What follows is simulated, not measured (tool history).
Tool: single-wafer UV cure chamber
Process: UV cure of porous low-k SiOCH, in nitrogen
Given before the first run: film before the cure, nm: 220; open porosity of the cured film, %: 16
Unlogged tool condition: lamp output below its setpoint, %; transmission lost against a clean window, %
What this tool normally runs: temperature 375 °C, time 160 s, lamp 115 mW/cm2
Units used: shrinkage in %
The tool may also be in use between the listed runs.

| run | day | temperature | time | lamp | wafers since the last listed run | hours since the UV bulbs were replaced | wafers since the quartz window was cleaned | shrinkage |
|---|---|---|---|---|---|---|---|---|
| 1 | 0 | 375 | 160 | 115 | 0 | 1478.5 | 383 | 8.855 |
| 2 | 0.971 | 375 | 160 | 115 | 122 | 1501.8 | 505 | 8.858 |
| 3 | 5.033 | 375 | 160 | 115 | 510 | 1599.3 | 1016 | 8.823 |
| 4 | 5.8 | 375 | 160 | 115 | 96 | 1617.7 | 1112 | 8.781 |
| 5 | 6.846 | 375 | 160 | 115 | 131 | 1642.8 | 1244 | 8.593 |
| 6 | 7.446 | 375 | 160 | 115 | 75 | 1657.2 | 1319 | 8.567 |
| 7 | 8.55 | 375 | 160 | 115 | 138 | 1683.7 | 1458 | 8.679 |
| 8 | 9.892 | 375 | 160 | 136 | 168 | 1715.9 | 1627 | 9.52 |
| 9 | 10.854 | 362 | 160 | 115 | 120 | 1739 | 1748 | 8.546 |
| 10 | 11.8 | 362 | 160 | 115 | 118 | 1761.7 | 1866 | 8.366 |
| 11 | 12.333 | 362 | 160 | 115 | 67 | 1774.5 | 1933 | 8.345 |
| 12 | 13.346 | 387 | 160 | 142 | 127 | 1798.8 | 2061 | 9.812 |
| 13 | 14.062 | 375 | 115 | 115 | 90 | 1816 | 2151 | 7.254 |
| 14 | 15.504 | 375 | 115 | 115 | 181 | 1850.6 | 2332 | 7.114 |
| 15 | 16.85 | 375 | 115 | 115 | 169 | 1882.9 | 2501 | 7.216 |
| 16 | 17.375 | 375 | 160 | 133 | 65 | 1895.5 | 2567 | 9.21 |
| 17 | 18.479 | 375 | 160 | 133 | 138 | 1922 | 2706 | 9.236 |
| 18 | 19.254 | 375 | 160 | 115 | 97 | 1940.6 | 2804 | 8.264 |
| 19 | 20.117 | 375 | 160 | 115 | 108 | 1961.3 | 2912 | 8.685 |
| 20 | 20.821 | 375 | 160 | 115 | 88 | 1978.2 | 3000 | 8.558 |
| 21 | 23.054 | 375 | 160 | 115 | 280 | 2031.8 | 3281 | 8.754 |
| 22 | 24.121 | 382 | 160 | 115 | 134 | 2057.4 | 3415 | 8.56 |
| 23 | 24.992 | 382 | 160 | 115 | 109 | 2078.3 | 3525 | 8.432 |
| 24 | 26.1 | 375 | 160 | 115 | 139 | 2104.9 | 3664 | 8.398 |
| 25 | 27.438 | 387 | 160 | 115 | 168 | 2137 | 3832 | 8.889 |
| 26 | 28.467 | 375 | 135 | 115 | 129 | 2161.7 | 3962 | 7.898 |
| 27 | 29.483 | 387 | 160 | 142 | 127 | 2186.1 | 4089 | 9.667 |
|  | 30.433 | quartz window cleaned |
| 28 | 30.454 | 375 | 190 | 115 | 80 | 2209.4 | 2 | 9.165 |
| 29 | 31.783 | 363 | 200 | 79 | 167 | 2241.3 | 169 | 7.857 |
| 30 | 32.446 | 375 | 195 | 115 | 83 | 2257.2 | 252 | 9.406 |
| 31 | 33.654 | 375 | 100 | 104 | 151 | 2286.2 | 404 | 6.314 |
| 32 | 34.675 | 375 | 160 | 115 | 128 | 2310.7 | 533 | 8.525 |
| 33 | 35.383 | 375 | 160 | 139 | 89 | 2327.7 | 622 | 9.297 |
| 34 | 36.075 | 358 | 160 | 115 | 86 | 2344.3 | 709 | 8.115 |
| 35 | 37.512 | 392 | 215 | 77 | 180 | 2378.8 | 889 | 8.382 |
| 36 | 38.296 | 387 | 160 | 95 | 98 | 2397.6 | 988 | 7.945 |
| 37 | 39.058 | 375 | 160 | 134 | 95 | 2415.9 | 1084 | 9.407 |
| 38 | 40.392 | 375 | 160 | 115 | 167 | 2447.9 | 1251 | 8.371 |
|  | 40.817 | UV bulbs replaced |
| 39 | 41.783 | 375 | 215 | 115 | 133 | 23.2 | 1384 | 11.276 |
| 40 | 42.512 | 375 | 160 | 115 | 91 | 40.7 | 1476 | 9.907 |
| 41 | 43.629 | 384 | 190 | 115 | 140 | 67.5 | 1616 | 10.774 |
| 42 | 44.217 | 375 | 160 | 115 | 73 | 81.6 | 1690 | 10.1 |
| 43 | 45.688 | 392 | 160 | 115 | 184 | 116.9 | 1875 | 10.27 |
| 44 | 47.167 | 355 | 160 | 152 | 185 | 152.4 | 2061 | 10.311 |
| 45 | 47.908 | 375 | 160 | 115 | 93 | 170.2 | 2154 | 9.667 |
| 46 | 49.171 | 375 | 160 | 115 | 158 | 200.5 | 2313 | 9.908 |
| 47 | 49.9 | 375 | 130 | 115 | 91 | 218 | 2405 | 8.949 |
| 48 | 51.188 | 375 | 195 | 146 | 161 | 248.9 | 2566 | 11.745 |

What the log doesn't show, run by run:
transmission lost against a clean window, %: 0, the same for each run
H1: lamp output below its setpoint, %
| run | H1 |
|---|---|
| 1 | 30.7 |
| 2 | 30.9 |
| 3 | 31.6 |
| 4 | 31.8 |
| 5 | 32 |
| 6 | 32.1 |
| 7 | 32.2 |
| 8 | 32.4 |
| 9 | 32.6 |
| 10 | 32.7 |
| 11 | 32.8 |
| 12 | 33 |
| 13 | 33.1 |
| 14 | 33.2 |
| 15 | 33.4 |
| 16 | 33.5 |
| 17 | 33.6 |
| 18 | 33.7 |
| 19 | 33.8 |
| 20 | 33.9 |
| 21 | 34.2 |
| 22 | 34.3 |
| 23 | 34.4 |
| 24 | 34.5 |
| 25 | 34.6 |
| 26 | 34.7 |
| 27 | 34.8 |
| 28 | 34.9 |
| 29 | 35 |
| 30 | 35.1 |
| 31 | 35.2 |
| 32 | 35.3 |
| 33 | 35.4 |
| 34 | 35.4 |
| 35 | 35.5 |
| 36 | 35.6 |
| 37 | 35.6 |
| 38 | 35.7 |
| 39 | 6.19 |
| 40 | 6.84 |
| 41 | 7.81 |
| 42 | 8.31 |
| 43 | 9.52 |
| 44 | 10.7 |
| 45 | 11.3 |
| 46 | 12.2 |
| 47 | 12.8 |
| 48 | 13.7 |

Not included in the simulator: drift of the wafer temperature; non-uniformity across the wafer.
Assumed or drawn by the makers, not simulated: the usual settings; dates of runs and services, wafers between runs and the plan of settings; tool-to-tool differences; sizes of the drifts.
